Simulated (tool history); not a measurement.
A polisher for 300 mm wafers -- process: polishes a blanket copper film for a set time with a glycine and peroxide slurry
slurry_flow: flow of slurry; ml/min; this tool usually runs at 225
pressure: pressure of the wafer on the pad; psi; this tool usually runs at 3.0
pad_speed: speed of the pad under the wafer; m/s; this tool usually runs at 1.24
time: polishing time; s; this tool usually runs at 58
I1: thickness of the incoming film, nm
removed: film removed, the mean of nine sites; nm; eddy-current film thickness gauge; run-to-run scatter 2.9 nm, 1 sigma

Run 1, day 0.000: usual settings but time 46 s; I1 2001.6. Result: removed 321.5 nm.
Run 2, day 1.221: usual settings but time 46 s; I1 1977.9. Result: removed 317.3 nm.
At day 1.962: worn pad replaced by a new one.
Run 3, day 4.546: usual settings; I1 1961.9. Result: removed 397.4 nm.
Run 4, day 5.600: usual settings but pad_speed 1.14 m/s, time 44 s; I1 2003.9. Result: removed 282.0 nm.
At day 6.283: worn pad replaced by a new one.
Run 5, day 6.875: usual settings but pad_speed 1.14 m/s, time 44 s; I1 1999.5. Result: removed 284.4 nm.
At day 7.712: head pressure recalibrated.
Run 6, day 7.975: usual settings; I1 1958.6. Result: removed 425.3 nm.
Run 7, day 8.625: usual settings; I1 2003.1. Result: removed 424.6 nm.
Run 8, day 9.267: usual settings; I1 1992.3. Result: removed 428.5 nm.
Run 9, day 10.042: usual settings; I1 2011.0. Result: removed 425.5 nm.
At day 11.008: worn pad replaced by a new one.
Run 10, day 11.029: usual settings but slurry_flow 250 ml/min; I1 2008.9. Result: removed 426.5 nm.
Run 11, day 11.496: usual settings but slurry_flow 280 ml/min, pressure 2.7 psi; I1 2010.6. Result: removed 406.3 nm.
Run 12, day 12.471: usual settings; I1 1998.7. Result: removed 414.9 nm.
Run 13, day 13.442: usual settings but pressure 2.3 psi; I1 1998.3. Result: removed 351.7 nm.
Run 14, day 13.958: usual settings; I1 1963.6. Result: removed 420.0 nm.
At day 15.071: slurry nozzle cleaned.
At day 15.508: worn pad replaced by a new one.
Run 15, day 15.529: usual settings but pressure 3.6 psi; I1 2031.8. Result: removed 463.9 nm.
Run 16, day 16.033: usual settings but pressure 3.6 psi; I1 2014.8. Result: removed 456.8 nm.
At day 20.029: worn pad replaced by a new one.
Run 17, day 20.342: usual settings but pad_speed 1.40 m/s, time 53 s; I1 1996.4. Result: removed 419.5 nm.

Run 18 is up next; what results do you expect?
Run 18, day 21.154: usual settings but slurry_flow 255 ml/min, pressure 2.5 psi, pad_speed 1.54 m/s, time 43 s; I1 2011.6. Result: removed ?.

removed: 327.5 nm
The same run, on a tool lacking any hidden state, would have yielded removed 343.4 nm.
